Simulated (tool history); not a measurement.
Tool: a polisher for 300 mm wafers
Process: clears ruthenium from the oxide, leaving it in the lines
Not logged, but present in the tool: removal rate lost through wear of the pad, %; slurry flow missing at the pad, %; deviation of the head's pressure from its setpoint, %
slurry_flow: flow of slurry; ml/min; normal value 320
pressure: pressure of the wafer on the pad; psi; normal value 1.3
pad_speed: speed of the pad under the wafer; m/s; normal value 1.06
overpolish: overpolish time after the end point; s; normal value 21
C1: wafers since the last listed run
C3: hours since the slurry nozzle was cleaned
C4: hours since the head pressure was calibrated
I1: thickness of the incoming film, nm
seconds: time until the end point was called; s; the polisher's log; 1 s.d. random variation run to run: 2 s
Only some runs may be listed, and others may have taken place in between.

{"run": 1, "hour": 0.0, "slurry_flow": 370, "pressure": 1.3, "pad_speed": 1.06, "overpolish": 21, "C1": 0, "wafers polished on this pad": 113, "C3": 583.8, "C4": 498.8, "I1": 130.8, "seconds": 160.1}
{"run": 2, "hour": 16.8, "slurry_flow": 320, "pressure": 1.3, "pad_speed": 0.84, "overpolish": 21, "C1": 130, "wafers polished on this pad": 243, "C3": 600.6, "C4": 515.6, "I1": 128.1, "seconds": 197.1}
{"run": 3, "hour": 25.5, "slurry_flow": 320, "pressure": 1.3, "pad_speed": 0.84, "overpolish": 21, "C1": 67, "wafers polished on this pad": 311, "C3": 609.3, "C4": 524.3, "I1": 130.8, "seconds": 199.2}
{"run": 4, "hour": 41.5, "slurry_flow": 320, "pressure": 1.3, "pad_speed": 1.06, "overpolish": 21, "C1": 123, "wafers polished on this pad": 435, "C3": 625.3, "C4": 540.3, "I1": 129.7, "seconds": 166.0}
{"hour": 49.2, "done": "worn pad replaced by a new one"}
{"run": 5, "hour": 54.1, "slurry_flow": 320, "pressure": 1.3, "pad_speed": 1.06, "overpolish": 21, "C1": 66, "wafers polished on this pad": 37, "C3": 637.9, "C4": 552.9, "I1": 131.7, "seconds": 154.9}
{"run": 6, "hour": 68.6, "slurry_flow": 320, "pressure": 1.3, "pad_speed": 1.06, "overpolish": 21, "C1": 112, "wafers polished on this pad": 149, "C3": 652.4, "C4": 567.4, "I1": 129.4, "seconds": 159.6}
{"run": 7, "hour": 76.4, "slurry_flow": 270, "pressure": 1.1, "pad_speed": 1.06, "overpolish": 21, "C1": 60, "wafers polished on this pad": 210, "C3": 660.2, "C4": 575.2, "I1": 128.8, "seconds": 196.1}
{"run": 8, "hour": 82.7, "slurry_flow": 320, "pressure": 1.3, "pad_speed": 1.06, "overpolish": 11, "C1": 48, "wafers polished on this pad": 258, "C3": 666.5, "C4": 581.5, "I1": 128.3, "seconds": 162.8}

Run 9 has not been measured yet. What should we expect?
{"run": 9, "hour": 93.6, "slurry_flow": 320, "pressure": 1.3, "pad_speed": 1.06, "overpolish": 21, "C1": 84, "wafers polished on this pad": 343, "C3": 677.4, "C4": 592.4, "I1": 129.8, "seconds": "?"}

seconds: 166.4 s
With the hidden condition absent and the run-to-run variation left alone, this run would have shown seconds 152.8 s.
